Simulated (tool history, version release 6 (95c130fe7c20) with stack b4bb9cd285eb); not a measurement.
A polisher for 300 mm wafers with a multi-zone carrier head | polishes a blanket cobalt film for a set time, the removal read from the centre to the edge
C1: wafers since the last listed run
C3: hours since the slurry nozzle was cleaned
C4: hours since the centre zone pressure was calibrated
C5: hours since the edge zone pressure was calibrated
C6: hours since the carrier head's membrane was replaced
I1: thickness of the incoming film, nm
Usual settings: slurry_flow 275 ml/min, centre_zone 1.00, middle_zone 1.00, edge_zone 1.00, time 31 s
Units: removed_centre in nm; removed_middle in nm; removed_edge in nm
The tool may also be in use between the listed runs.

Run 1, hour 0.0: usual settings; C1 0; wafers polished on this pad 142; C3 471.0; C4 1575.2; C5 1215.4; C6 1917.4; I1 1212.1. Result: removed_centre 132.3 nm, removed_middle 132.0 nm, removed_edge 138.2 nm.
Run 2, hour 13.7: usual settings; C1 118; wafers polished on this pad 260; C3 484.7; C4 1588.9; C5 1229.1; C6 1931.1; I1 1207.3. Result: removed_centre 133.7 nm, removed_middle 130.4 nm, removed_edge 134.8 nm.
Run 3, hour 20.2: usual settings; C1 56; wafers polished on this pad 316; C3 491.2; C4 1595.4; C5 1235.6; C6 1937.6; I1 1209.0. Result: removed_centre 131.9 nm, removed_middle 129.2 nm, removed_edge 131.2 nm.
Run 4, hour 37.9: usual settings; C1 152; wafers polished on this pad 469; C3 508.9; C4 1613.1; C5 1253.3; C6 1955.3; I1 1213.5. Result: removed_centre 127.0 nm, removed_middle 128.9 nm, removed_edge 130.2 nm.
Run 5, hour 51.6: usual settings; C1 118; wafers polished on this pad 587; C3 522.6; C4 1626.8; C5 1267.0; C6 1969.0; I1 1185.8. Result: removed_centre 126.9 nm, removed_middle 127.7 nm, removed_edge 129.3 nm.
At hour 63.1: centre zone pressure recalibrated.
Run 6, hour 66.5: usual settings; C1 111; wafers polished on this pad 698; C3 537.5; C4 3.4; C5 1281.9; C6 1983.9; I1 1184.7. Result: removed_centre 130.6 nm, removed_middle 124.4 nm, removed_edge 129.5 nm.
Run 7, hour 72.9: usual settings; C1 55; wafers polished on this pad 753; C3 543.9; C4 9.8; C5 1288.3; C6 1990.3; I1 1216.9. Result: removed_centre 121.3 nm, removed_middle 124.9 nm, removed_edge 129.4 nm.
At hour 79.7: worn pad replaced by a new one.
At hour 82.0: edge zone pressure recalibrated.
Run 8, hour 82.5: usual settings but middle_zone 0.97; C1 31; wafers polished on this pad 7; C3 553.5; C4 19.4; C5 0.5; C6 1999.9; I1 1203.5. Result: removed_centre 119.6 nm, removed_middle 113.6 nm, removed_edge 120.2 nm.
Run 9, hour 93.3: usual settings but middle_zone 0.89, edge_zone 1.07; C1 93; wafers polished on this pad 100; C3 564.3; C4 30.2; C5 11.3; C6 2010.7; I1 1198.1. Result: removed_centre 117.0 nm, removed_middle 105.9 nm, removed_edge 122.9 nm.
Run 10, hour 107.0: usual settings but slurry_flow 220 ml/min, centre_zone 0.94, time 41 s; C1 118; wafers polished on this pad 218; C3 578.0; C4 43.9; C5 25.0; C6 2024.4; I1 1213.1. Result: removed_centre 140.8 nm, removed_middle 146.6 nm, removed_edge 151.7 nm.
At hour 118.3: worn pad replaced by a new one, repeated, since the last time left the tool worse.
Run 11, hour 119.1: usual settings but middle_zone 1.04; C1 69; wafers polished on this pad 7; C3 590.1; C4 56.0; C5 37.1; C6 2036.5; I1 1195.7. Result: removed_centre 136.4 nm, removed_middle 139.4 nm, removed_edge 135.5 nm.
At hour 126.8: slurry nozzle cleaned.
At hour 131.9: carrier head's membrane replaced by a new one.
Run 12, hour 132.4: usual settings but centre_zone 1.04, edge_zone 1.05; C1 62; wafers polished on this pad 70; C3 5.6; C4 69.3; C5 50.4; C6 0.5; I1 1192.6. Result: removed_centre 142.2 nm, removed_middle 132.9 nm, removed_edge 137.2 nm.
Run 13, hour 136.4: usual settings but time 25 s; C1 34; wafers polished on this pad 104; C3 9.6; C4 73.3; C5 54.4; C6 4.5; I1 1209.6. Result: removed_centre 108.2 nm, removed_middle 107.0 nm, removed_edge 108.0 nm.
Run 14, hour 143.1: usual settings but slurry_flow 340 ml/min, middle_zone 0.90, edge_zone 1.09; C1 57; wafers polished on this pad 162; C3 16.3; C4 80.0; C5 61.1; C6 11.2; I1 1190.5. Result: removed_centre 136.1 nm, removed_middle 121.8 nm, removed_edge 142.1 nm.
Run 15, hour 152.7: usual settings; C1 82; wafers polished on this pad 244; C3 25.9; C4 89.6; C5 70.7; C6 20.8; I1 1183.1. Result: removed_centre 130.8 nm, removed_middle 130.8 nm, removed_edge 133.8 nm.
Run 16, hour 165.7: usual settings but slurry_flow 225 ml/min, centre_zone 0.97; C1 112; wafers polished on this pad 357; C3 38.9; C4 102.6; C5 83.7; C6 33.8; I1 1170.6. Result: removed_centre 120.7 nm, removed_middle 127.7 nm, removed_edge 131.1 nm.

3 ways to go on from here, each from the tool as it stands after run 16. What would each give?
Run A, hour 166.1: usual settings but centre_zone 1.04; C1 3; wafers polished on this pad 360; C3 39.3; C4 103.0; C5 84.1; C6 34.2; I1 1194.6. Result: removed_centre ?, removed_middle ?, removed_edge ?.
Run B, hour 166.1: usual settings but slurry_flow 210 ml/min, edge_zone 1.07; C1 3; wafers polished on this pad 360; C3 39.3; C4 103.0; C5 84.1; C6 34.2; I1 1194.6. Result: removed_centre ?, removed_middle ?, removed_edge ?.
Run C, hour 166.1: usual settings but centre_zone 0.88, edge_zone 0.91, time 25 s; C1 3; wafers polished on this pad 360; C3 39.3; C4 103.0; C5 84.1; C6 34.2; I1 1194.6. Result: removed_centre ?, removed_middle ?, removed_edge ?.

run  removed_centre  removed_middle  removed_edge
  A           137.4           129.2         129.5
  B           126.8           124.5         130.2
  C            93.6           104.3          99.9
Without the tool's hidden state the same runs would have given:
run  removed_centre  removed_middle  removed_edge
  A           142.9           134.3         134.6
  B           131.8           129.5         135.4
  C            97.4           108.4         103.9

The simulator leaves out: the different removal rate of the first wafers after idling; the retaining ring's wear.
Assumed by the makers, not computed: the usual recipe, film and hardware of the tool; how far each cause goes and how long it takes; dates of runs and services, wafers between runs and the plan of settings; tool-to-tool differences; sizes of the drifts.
